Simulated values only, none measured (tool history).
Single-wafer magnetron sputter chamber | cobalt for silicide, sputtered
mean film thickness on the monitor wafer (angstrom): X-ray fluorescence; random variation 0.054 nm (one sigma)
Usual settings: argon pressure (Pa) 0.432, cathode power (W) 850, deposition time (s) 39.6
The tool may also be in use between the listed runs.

run,day,argon pressure (Pa),cathode power (W),deposition time (s),wafers since the last listed run,wafers on the sputter target,hours since the last manometer calibration,hours since the magnet pack was replaced,hours since the gauge calibration,"read-back reference wafer on the same gauge, thickness_nm",mean film thickness on the monitor wafer (angstrom)
1,0.000,0.432,850,39.6,0,7333,1524.0,10703.9,795.3,16.502,168.19
# day 0.721: sputter target and shields replaced
2,1.821,0.432,850,39.6,609,450,1567.7,10747.6,839.0,16.485,172.34
3,4.358,0.432,850,39.6,1040,1490,1628.6,10808.5,899.9,16.503,170.52
4,5.754,0.367,850,35.5,572,2062,1662.1,10842.0,933.4,16.504,153.25
5,8.579,0.317,850,39.6,1158,3220,1729.9,10909.8,1001.2,16.479,172.74
6,10.879,0.432,850,39.6,942,4163,1785.1,10965.0,1056.4,16.502,168.46
# day 11.850: gauge calibrated
7,13.554,0.432,850,39.6,1096,5260,1849.3,11029.2,40.9,16.496,168.19
8,15.604,0.557,850,44.9,840,6100,1898.5,11078.4,90.1,16.489,186.13
9,17.033,0.557,850,44.9,585,6686,1932.8,11112.7,124.4,16.505,185.07
10,18.258,0.557,850,44.9,502,7189,1962.2,11142.1,153.8,16.508,185.69
# day 18.704: capacitance manometer re-zeroed and calibrated
# day 18.796: sputter target and shields replaced
11,19.267,0.432,850,39.6,239,192,13.5,11166.3,178.0,16.502,172.78
12,22.242,0.432,850,39.6,1219,1412,84.9,11237.7,249.4,16.493,171.54
13,23.500,0.432,850,39.6,515,1928,115.1,11267.9,279.6,16.521,170.79
14,25.317,0.432,850,39.6,744,2673,158.7,11311.5,323.2,16.506,170.37
# day 26.154: magnet pack replaced
15,26.321,0.432,850,39.6,275,2948,182.8,4.0,347.3,16.485,169.90
16,28.367,0.432,850,39.6,838,3786,231.9,53.1,396.4,16.495,170.14
17,30.129,0.598,950,32.0,722,4509,274.2,95.4,438.7,16.499,148.54
18,31.958,0.565,850,41.8,749,5259,318.1,139.3,482.6,16.497,174.42
19,34.808,0.432,750,39.6,1168,6427,386.5,207.7,551.0,16.504,148.97
20,36.558,0.432,850,39.6,717,7145,428.5,249.7,593.0,16.510,169.21
21,39.446,0.593,800,46.9,1183,8329,497.8,319.0,662.3,16.482,181.67
# day 39.929: sputter target and shields replaced
22,42.154,0.432,850,39.6,973,912,562.8,384.0,727.3,16.497,171.33
23,43.804,0.308,700,33.4,676,1588,602.4,423.6,766.9,16.495,121.30
24,46.521,0.501,850,47.5,1113,2702,667.6,488.8,832.1,16.489,200.32
25,49.133,0.279,700,35.4,1071,3773,730.3,551.5,894.8,16.506,128.17
26,51.229,0.497,1000,37.2,859,4632,780.6,601.8,945.1,16.496,183.90
27,52.821,0.432,850,39.6,652,5285,818.8,640.0,983.3,16.480,168.79
28,55.171,0.598,950,32.0,963,6248,875.2,696.4,1039.7,16.494,146.73
29,57.300,0.358,950,45.7,872,7121,926.3,747.5,1090.8,16.499,218.97
30,58.921,0.501,850,47.5,664,7785,965.2,786.4,1129.7,16.485,198.57
# day 59.529: sputter target and shields replaced
31,61.104,0.280,650,44.6,758,645,1017.6,838.8,1182.1,16.489,152.35
# day 61.712: gauge calibrated
32,63.912,0.349,750,43.8,1151,1796,1085.0,906.2,52.8,16.487,168.84
33,66.150,0.527,700,36.2,917,2713,1138.7,959.9,106.5,16.500,124.65
34,68.375,0.344,850,39.6,912,3626,1192.1,1013.3,159.9,16.495,171.46
35,70.933,0.432,850,44.6,1048,4675,1253.5,1074.7,221.3,16.493,189.46

Forecast each of these 4 alternatives for the next run:
A,70.950,0.432,850,39.6,6,4681,1253.9,1075.1,221.7,?,?
B,70.950,0.432,850,47.2,6,4681,1253.9,1075.1,221.7,?,?
C,70.950,0.584,850,35.3,6,4681,1253.9,1075.1,221.7,?,?
D,70.950,0.363,850,39.6,6,4681,1253.9,1075.1,221.7,?,?

run,"read-back reference wafer on the same gauge, thickness_nm",mean film thickness on the monitor wafer (angstrom)
A,16.505,169.60
B,16.505,202.15
C,16.505,146.93
D,16.505,171.84
Without the tool's hidden state the same runs would have given:
run,mean film thickness on the monitor wafer (angstrom)
A,175.29
B,208.93
C,151.85
D,177.60
